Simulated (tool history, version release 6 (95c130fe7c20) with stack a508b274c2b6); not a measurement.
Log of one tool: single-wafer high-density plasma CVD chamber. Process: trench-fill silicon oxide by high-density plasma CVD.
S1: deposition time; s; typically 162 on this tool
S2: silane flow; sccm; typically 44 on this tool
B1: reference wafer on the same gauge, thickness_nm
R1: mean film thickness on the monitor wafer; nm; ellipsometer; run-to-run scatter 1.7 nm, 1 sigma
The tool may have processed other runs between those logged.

run   hour   S1  S2       B1       R1
  1      0  148  44  602.137   632.99
      10.4  -- gauge calibrated
  2   17.1  148  44  602.256  634.732
  3   24.4  148  44  601.796  633.292
  4   39.6  162  44  602.042  692.772
  5   48.1  162  44  602.477  694.304
  6   58.3  162  44  602.015  694.379
  7   64.4  162  49  602.411  776.149
  8     81  162  44  601.934  695.068
  9   87.2  162  44  602.177  695.479
 10   98.8  162  44  602.292  690.342
 11  110.5  162  44  602.241  695.797
 12  125.2  162  48  602.134  755.368
 13  140.3  162  48  601.521  758.175
 14  147.9  162  48  602.239  756.942
 15  155.1  162  44  602.008  695.671
 16  172.8  162  44  601.573  691.072
 17  181.9  162  44  601.998  695.143
 18  190.5  162  51  601.952  803.036
 19    208  162  51  601.874  800.169
 20  215.7  162  44  601.792  694.112
 21  230.3  162  44  601.931  694.315
 22  237.1  162  44  601.989  693.346
 23    251  190  36  601.882  666.276
 24  269.4  141  44  601.971  606.738
     271.9  -- gauge calibrated
 25  283.1  162  42  602.088  666.978
 26  294.2  136  36  601.917  475.061
     307.2  -- silane flow controller replaced
 27  307.7  151  50  601.825  737.676
 28  313.3  177  40  601.656  690.747
 29  324.8  162  44  601.827  694.241
 30    339  145  44  602.183  622.645
 31  356.3  150  47  602.139   687.83
 32  370.1  137  44   602.37  587.685
 33  376.5  144  48  602.069  675.992
 34  388.5  162  44  601.937  694.972
 35  396.8  189  37  602.053   680.17
 36  407.8  132  41  601.521  526.447
 37  419.8  185  48  602.223  864.568
 38    433  141  52  602.286  713.891
 39  448.7  162  44  602.297   691.21
 40  456.9  162  47  601.521   743.73
 41  463.3  136  49  601.682  646.715
 42  475.2  194  36  601.686  680.024
 43  488.2  162  37  602.084  583.263
 44  496.1  151  44  601.812  650.046
 45  513.9  162  44  602.062  696.338

4 ways to go on from here, each from the tool as it stands after run 45. What would each give?
  A  514.3  162  44   ?   ?
  B  514.3  149  44   ?   ?
  C  514.3  144  44   ?   ?
  D  514.3  175  50   ?   ?

run       B1       R1
  A  602.004  694.922
  B  602.004  639.156
  C  602.004  617.708
  D  602.004  853.053
Without the tool's hidden state the same runs would have given:
run       R1
  A  694.922
  B  639.156
  C  617.708
  D  853.053
